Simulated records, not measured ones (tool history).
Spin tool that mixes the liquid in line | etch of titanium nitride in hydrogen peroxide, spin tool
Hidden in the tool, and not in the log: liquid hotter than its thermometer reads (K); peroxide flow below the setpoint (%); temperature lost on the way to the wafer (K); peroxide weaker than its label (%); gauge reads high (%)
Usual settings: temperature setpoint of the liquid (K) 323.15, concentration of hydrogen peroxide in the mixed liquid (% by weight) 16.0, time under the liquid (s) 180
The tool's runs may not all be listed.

run   hour  temperature setpoint of the liquid (K)  concentration of hydrogen peroxide in the mixed liquid (% by weight)  time under the liquid (s)  wafers since the last listed run  hours since the thermometer was replaced  hours since the peroxide flow meter was replaced  hours since the heated supply line was repaired  hours since the drum of peroxide was connected  hours since the gauge calibration  read-back film thickness of the titanium nitride reference wafer, read on the same gauge (nm)  thickness taken off the titanium nitride on a monitor wafer (angstrom)
  1    0.0                                  323.15                                                                  16.0                        180                                 0                                     686.9                                            2201.8                                           1943.2                                          1024.1                              222.8                                                                                          90.01                                                                    86.1
  2   21.3                                  323.15                                                                  16.0                        205                               198                                     708.2                                            2223.1                                           1964.5                                          1045.4                              244.1                                                                                          90.02                                                                    97.5
  3   65.9                                  323.15                                                                  16.0                        180                               415                                     752.8                                            2267.7                                           2009.1                                          1090.0                              288.7                                                                                          90.00                                                                    85.7
      91.2  -- new drum of peroxide connected
  4   95.3                                  323.15                                                                  16.0                        180                               264                                     782.2                                            2297.1                                           2038.5                                             4.1                              318.1                                                                                          89.96                                                                    85.6
     101.5  -- heated supply line repaired
  5  124.8                                  323.15                                                                  16.0                         90                               265                                     811.7                                            2326.6                                             23.3                                            33.6                              347.6                                                                                          90.01                                                                    45.2
  6  158.3                                  313.65                                                                  21.0                        280                               312                                     845.2                                            2360.1                                             56.8                                            67.1                              381.1                                                                                          90.01                                                                    73.4
  7  194.2                                  323.15                                                                  17.5                        180                               334                                     881.1                                            2396.0                                             92.7                                           103.0                              417.0                                                                                          90.00                                                                    92.1
  8  231.9                                  330.15                                                                  16.0                        180                               351                                     918.8                                            2433.7                                            130.4                                           140.7                              454.7                                                                                          89.99                                                                   148.9
  9  246.4                                  318.15                                                                  18.5                        275                               135                                     933.3                                            2448.2                                            144.9                                           155.2                              469.2                                                                                          89.98                                                                    98.4
     250.9  -- gauge calibrated
 10  264.5                                  330.15                                                                  16.0                        210                               168                                     951.4                                            2466.3                                            163.0                                           173.3                               13.6                                                                                          90.02                                                                   173.0
 11  280.7                                  323.15                                                                  16.0                         85                               150                                     967.6                                            2482.5                                            179.2                                           189.5                               29.8                                                                                          89.98                                                                    42.6
 12  311.6                                  330.15                                                                  16.0                        210                               287                                     998.5                                            2513.4                                            210.1                                           220.4                               60.7                                                                                          89.99                                                                   172.0
     318.1  -- peroxide flow meter replaced
 13  326.2                                  323.15                                                                  16.0                        180                               126                                    1013.1                                               8.1                                            224.7                                           235.0                               75.3                                                                                          90.00                                                                    90.3
 14  339.7                                  323.15                                                                  16.0                        180                               125                                    1026.6                                              21.6                                            238.2                                           248.5                               88.8                                                                                          89.99                                                                    90.6
 15  367.5                                  323.15                                                                  16.0                        180                               259                                    1054.4                                              49.4                                            266.0                                           276.3                              116.6                                                                                          90.02                                                                    90.0
 16  385.0                                  323.15                                                                  16.0                        180                               163                                    1071.9                                              66.9                                            283.5                                           293.8                              134.1                                                                                          89.97                                                                    90.3
     394.7  -- thermometer replaced
 17  418.1                                  317.15                                                                  18.5                        135                               299                                      23.4                                             100.0                                            316.6                                           326.9                              167.2                                                                                          90.00                                                                    44.7
 18  438.6                                  315.15                                                                  12.0                        245                               191                                      43.9                                             120.5                                            337.1                                           347.4                              187.7                                                                                          90.03                                                                    63.5
 19  462.2                                  328.65                                                                  12.5                        235                               219                                      67.5                                             144.1                                            360.7                                           371.0                              211.3                                                                                          90.01                                                                   164.1
 20  491.3                                  315.65                                                                  18.5                        255                               271                                      96.6                                             173.2                                            389.8                                           400.1                              240.4                                                                                          90.00                                                                    75.3
 21  523.1                                  323.15                                                                  17.5                        150                               296                                     128.4                                             205.0                                            421.6                                           431.9                              272.2                                                                                          89.95                                                                    76.3
 22  549.6                                  315.65                                                                  17.5                        250                               246                                     154.9                                             231.5                                            448.1                                           458.4                              298.7                                                                                          90.00                                                                    73.3
 23  565.0                                  323.15                                                                  16.0                        180                               143                                     170.3                                             246.9                                            463.5                                           473.8                              314.1                                                                                          89.99                                                                    89.4
 24  597.6                                  327.15                                                                  16.0                        120                               303                                     202.9                                             279.5                                            496.1                                           506.4                              346.7                                                                                          90.00                                                                    79.7

The tool's hidden state at each run:
liquid hotter than its thermometer reads (K): 0 in every run
peroxide flow below the setpoint (%): 0 in every run
peroxide weaker than its label (%): 0 in every run
gauge reads high (%): 0 in every run
H1: temperature lost on the way to the wafer (K)
run      H1
  1   0.765
  2   0.773
  3    0.79
  4   0.802
  5  0.0165
  6  0.0295
  7  0.0434
  8  0.0579
  9  0.0635
 10  0.0705
 11  0.0768
 12  0.0887
 13  0.0944
 14  0.0996
 15    0.11
 16   0.117
 17    0.13
 18   0.138
 19   0.147
 20   0.158
 21    0.17
 22   0.181
 23   0.187
 24   0.199
